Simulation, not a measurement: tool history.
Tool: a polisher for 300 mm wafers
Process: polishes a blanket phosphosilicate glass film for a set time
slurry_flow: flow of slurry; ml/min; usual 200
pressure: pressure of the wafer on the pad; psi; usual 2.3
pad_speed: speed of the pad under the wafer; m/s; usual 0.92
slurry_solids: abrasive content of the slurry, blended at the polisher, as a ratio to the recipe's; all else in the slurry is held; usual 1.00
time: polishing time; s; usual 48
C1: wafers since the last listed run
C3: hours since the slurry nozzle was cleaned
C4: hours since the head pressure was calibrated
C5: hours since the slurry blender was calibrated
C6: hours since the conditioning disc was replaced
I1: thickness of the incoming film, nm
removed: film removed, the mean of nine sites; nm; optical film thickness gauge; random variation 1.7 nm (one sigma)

Run 1, day 0.000: usual settings; C1 0; wafers polished on this pad 236; C3 181.8; C4 266.3; C5 34.4; C6 330.3; I1 3289.8. Result: removed 237.3 nm.
Run 2, day 0.962: usual settings but pressure 2.0 psi; C1 147; wafers polished on this pad 383; C3 204.9; C4 289.4; C5 57.5; C6 353.4; I1 3316.6. Result: removed 209.9 nm.
At day 1.258: conditioning disc replaced and pad reconditioned.
Run 3, day 1.504: usual settings but pressure 2.0 psi; C1 70; wafers polished on this pad 454; C3 217.9; C4 302.4; C5 70.5; C6 5.9; I1 3257.1. Result: removed 210.1 nm.
Run 4, day 2.029: usual settings but pressure 2.0 psi; C1 80; wafers polished on this pad 534; C3 230.5; C4 315.0; C5 83.1; C6 18.5; I1 3311.8. Result: removed 204.9 nm.
Run 5, day 2.929: usual settings but pressure 1.9 psi; C1 138; wafers polished on this pad 672; C3 252.1; C4 336.6; C5 104.7; C6 40.1; I1 3329.5. Result: removed 195.5 nm.
Run 6, day 3.742: usual settings but pressure 1.7 psi, time 53 s; C1 124; wafers polished on this pad 797; C3 271.6; C4 356.1; C5 124.2; C6 59.6; I1 3326.6. Result: removed 191.9 nm.
At day 4.642: head pressure recalibrated.
At day 4.900: worn pad replaced by a new one.
Run 7, day 5.208: usual settings; C1 186; wafers polished on this pad 47; C3 306.8; C4 13.6; C5 159.4; C6 94.8; I1 3337.4. Result: removed 234.3 nm.
Run 8, day 6.196: usual settings; C1 151; wafers polished on this pad 198; C3 330.5; C4 37.3; C5 183.1; C6 118.5; I1 3300.6. Result: removed 231.8 nm.
Run 9, day 6.696: usual settings; C1 76; wafers polished on this pad 275; C3 342.5; C4 49.3; C5 195.1; C6 130.5; I1 3260.7. Result: removed 233.1 nm.
Run 10, day 7.350: usual settings; C1 100; wafers polished on this pad 375; C3 358.2; C4 65.0; C5 210.8; C6 146.2; I1 3292.5. Result: removed 231.8 nm.
Run 11, day 8.358: usual settings but slurry_flow 240 ml/min; C1 154; wafers polished on this pad 530; C3 382.4; C4 89.2; C5 235.0; C6 170.4; I1 3280.3. Result: removed 239.0 nm.
At day 9.438: slurry nozzle cleaned.
Run 12, day 11.812: usual settings but pressure 2.7 psi, time 31 s; C1 523; wafers polished on this pad 1053; C3 57.0; C4 172.1; C5 317.9; C6 253.3; I1 3269.9. Result: removed 181.1 nm.
At day 12.867: worn pad replaced by a new one.
Run 13, day 13.200: usual settings but slurry_flow 240 ml/min; C1 187; wafers polished on this pad 51; C3 90.3; C4 205.4; C5 351.2; C6 286.6; I1 3317.2. Result: removed 245.2 nm.
Run 14, day 14.583: usual settings; C1 212; wafers polished on this pad 263; C3 123.5; C4 238.6; C5 384.4; C6 319.8; I1 3299.4. Result: removed 238.4 nm.
At day 14.804: conditioning disc replaced and pad reconditioned.
Run 15, day 15.379: usual settings; C1 109; wafers polished on this pad 372; C3 142.6; C4 257.7; C5 403.5; C6 13.8; I1 3285.3. Result: removed 239.1 nm.
At day 16.833: slurry blender recalibrated.
Run 16, day 16.850: usual settings; C1 212; wafers polished on this pad 585; C3 177.9; C4 293.0; C5 0.4; C6 49.1; I1 3283.4. Result: removed 239.0 nm.
Run 17, day 17.500: usual settings but pressure 2.9 psi, pad_speed 0.74 m/s, time 42 s; C1 99; wafers polished on this pad 685; C3 193.5; C4 308.6; C5 16.0; C6 64.7; I1 3251.9. Result: removed 220.2 nm.
At day 18.458: head pressure recalibrated.
Run 18, day 18.479: usual settings but slurry_flow 225 ml/min; C1 137; wafers polished on this pad 822; C3 217.0; C4 0.5; C5 39.5; C6 88.2; I1 3301.8. Result: removed 240.2 nm.
Run 19, day 19.854: usual settings but slurry_flow 155 ml/min, pad_speed 1.04 m/s, time 32 s; C1 210; wafers polished on this pad 1033; C3 250.0; C4 33.5; C5 72.5; C6 121.2; I1 3291.8. Result: removed 167.1 nm.
At day 20.042: worn pad replaced by a new one.
Run 20, day 20.517: usual settings but slurry_flow 175 ml/min, slurry_solids 0.85; C1 76; wafers polished on this pad 73; C3 265.9; C4 49.4; C5 88.4; C6 137.1; I1 3317.8. Result: removed 214.3 nm.
Run 21, day 22.000: usual settings but time 34 s; C1 227; wafers polished on this pad 300; C3 301.5; C4 85.0; C5 124.0; C6 172.7; I1 3261.3. Result: removed 165.1 nm.
Run 22, day 23.108: usual settings but slurry_flow 235 ml/min, pressure 2.7 psi, pad_speed 1.20 m/s, slurry_solids 1.25; C1 170; wafers polished on this pad 470; C3 328.1; C4 111.6; C5 150.6; C6 199.3; I1 3280.1. Result: removed 376.0 nm.

3 ways to go on from here, each from the tool as it stands after run 22. What would each give?
Run A, day 23.125: usual settings; C1 2; wafers polished on this pad 473; C3 328.5; C4 112.0; C5 151.0; C6 199.7; I1 3303.6. Result: removed ?.
Run B, day 23.125: usual settings but slurry_flow 165 ml/min, pad_speed 0.68 m/s; C1 2; wafers polished on this pad 473; C3 328.5; C4 112.0; C5 151.0; C6 199.7; I1 3303.6. Result: removed ?.
Run C, day 23.125: usual settings but pressure 1.6 psi, pad_speed 0.76 m/s, time 36 s; C1 2; wafers polished on this pad 473; C3 328.5; C4 112.0; C5 151.0; C6 199.7; I1 3303.6. Result: removed ?.

run  removed
  A    232.1
  B    177.3
  C    103.9
Without the tool's hidden state the same runs would have given:
run  removed
  A    240.4
  B    184.7
  C    107.7
